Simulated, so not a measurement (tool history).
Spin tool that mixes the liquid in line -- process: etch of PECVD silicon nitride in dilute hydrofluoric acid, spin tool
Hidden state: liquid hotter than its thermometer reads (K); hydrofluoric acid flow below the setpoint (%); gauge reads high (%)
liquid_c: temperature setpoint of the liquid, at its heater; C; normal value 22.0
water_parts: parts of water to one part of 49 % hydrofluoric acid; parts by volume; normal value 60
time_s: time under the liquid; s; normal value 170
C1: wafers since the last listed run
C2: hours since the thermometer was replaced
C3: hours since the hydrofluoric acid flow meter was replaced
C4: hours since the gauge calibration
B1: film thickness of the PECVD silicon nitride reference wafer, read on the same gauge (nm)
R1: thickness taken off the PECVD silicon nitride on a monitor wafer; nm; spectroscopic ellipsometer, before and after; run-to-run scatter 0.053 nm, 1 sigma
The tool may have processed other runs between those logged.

Run 1, hour 0.0: usual settings; C1 0; C2 1402.9; C3 554.7; C4 1042.5; B1 89.98. Result: R1 11.03 nm.
Run 2, hour 39.9: usual settings; C1 234; C2 1442.8; C3 594.6; C4 1082.4; B1 89.99. Result: R1 11.05 nm.
Run 3, hour 103.3: usual settings; C1 372; C2 1506.2; C3 658.0; C4 1145.8; B1 90.02. Result: R1 10.97 nm.
Run 4, hour 155.0: usual settings; C1 303; C2 1557.9; C3 709.7; C4 1197.5; B1 90.00. Result: R1 10.96 nm.
Run 5, hour 199.0: usual settings; C1 258; C2 1601.9; C3 753.7; C4 1241.5; B1 89.99. Result: R1 10.95 nm.
Run 6, hour 230.9: usual settings; C1 187; C2 1633.8; C3 785.6; C4 1273.4; B1 90.00. Result: R1 10.96 nm.
Run 7, hour 387.8: usual settings; C1 922; C2 1790.7; C3 942.5; C4 1430.3; B1 90.01. Result: R1 10.95 nm.
Run 8, hour 437.0: usual settings; C1 289; C2 1839.9; C3 991.7; C4 1479.5; B1 90.00. Result: R1 10.94 nm.
Run 9, hour 464.2: usual settings but time_s 220 s; C1 159; C2 1867.1; C3 1018.9; C4 1506.7; B1 90.02. Result: R1 14.23 nm.
At hour 529.3: thermometer replaced.
Run 10, hour 529.8: usual settings; C1 379; C2 0.5; C3 1084.5; C4 1572.3; B1 90.00. Result: R1 11.03 nm.
Run 11, hour 559.3: usual settings; C1 173; C2 30.0; C3 1114.0; C4 1601.8; B1 90.02. Result: R1 11.08 nm.
At hour 580.3: gauge calibrated.
Run 12, hour 601.3: usual settings; C1 246; C2 72.0; C3 1156.0; C4 21.0; B1 89.97. Result: R1 10.96 nm.
Run 13, hour 642.9: usual settings but water_parts 45 parts by volume, time_s 135 s; C1 244; C2 113.6; C3 1197.6; C4 62.6; B1 90.01. Result: R1 11.47 nm.
Run 14, hour 702.5: usual settings but water_parts 40 parts by volume; C1 350; C2 173.2; C3 1257.2; C4 122.2; B1 89.98. Result: R1 16.24 nm.
Run 15, hour 761.8: usual settings; C1 348; C2 232.5; C3 1316.5; C4 181.5; B1 89.99. Result: R1 10.99 nm.
Run 16, hour 828.6: usual settings but liquid_c 23.5 C, water_parts 30 parts by volume; C1 392; C2 299.3; C3 1383.3; C4 248.3; B1 89.98. Result: R1 23.71 nm.
Run 17, hour 888.6: usual settings but liquid_c 19.0 C, water_parts 50 parts by volume; C1 352; C2 359.3; C3 1443.3; C4 308.3; B1 89.99. Result: R1 10.71 nm.
Run 18, hour 947.7: usual settings but liquid_c 20.0 C, water_parts 80 parts by volume, time_s 255 s; C1 347; C2 418.4; C3 1502.4; C4 367.4; B1 90.03. Result: R1 10.77 nm.
At hour 986.7: hydrofluoric acid flow meter replaced.
Run 19, hour 1000.3: usual settings but water_parts 85 parts by volume; C1 303; C2 471.0; C3 13.6; C4 420.0; B1 90.02. Result: R1 7.84 nm.
Run 20, hour 1044.6: usual settings but liquid_c 18.5 C, time_s 265 s; C1 260; C2 515.3; C3 57.9; C4 464.3; B1 89.99. Result: R1 13.40 nm.
Run 21, hour 1097.4: usual settings but liquid_c 19.0 C, water_parts 85 parts by volume; C1 310; C2 568.1; C3 110.7; C4 517.1; B1 90.01. Result: R1 6.36 nm.
Run 22, hour 1141.5: usual settings but liquid_c 24.5 C, water_parts 85 parts by volume, time_s 130 s; C1 259; C2 612.2; C3 154.8; C4 561.2; B1 90.02. Result: R1 7.11 nm.
Run 23, hour 1301.0: usual settings; C1 937; C2 771.7; C3 314.3; C4 720.7; B1 90.02. Result: R1 10.96 nm.
Run 24, hour 1368.4: usual settings but water_parts 80 parts by volume, time_s 110 s; C1 396; C2 839.1; C3 381.7; C4 788.1; B1 89.98. Result: R1 5.37 nm.

Consider 3 possible next runs. They are alternatives, not a sequence: every one starts from the tool as it was left by run 24. What does each give?
Run A, hour 1368.9: usual settings; C1 2; C2 839.6; C3 382.2; C4 788.6; B1 ?. Result: R1 ?.
Run B, hour 1368.9: usual settings but time_s 140 s; C1 2; C2 839.6; C3 382.2; C4 788.6; B1 ?. Result: R1 ?.
Run C, hour 1368.9: usual settings but liquid_c 18.5 C; C1 2; C2 839.6; C3 382.2; C4 788.6; B1 ?. Result: R1 ?.

run     B1     R1
  A  90.01  10.99
  B  90.01   9.05
  C  90.01   8.63
Take away the tool's hidden state, keep each run's random variation, and the runs would have read:
run     R1
  A  10.99
  B   9.05
  C   8.63

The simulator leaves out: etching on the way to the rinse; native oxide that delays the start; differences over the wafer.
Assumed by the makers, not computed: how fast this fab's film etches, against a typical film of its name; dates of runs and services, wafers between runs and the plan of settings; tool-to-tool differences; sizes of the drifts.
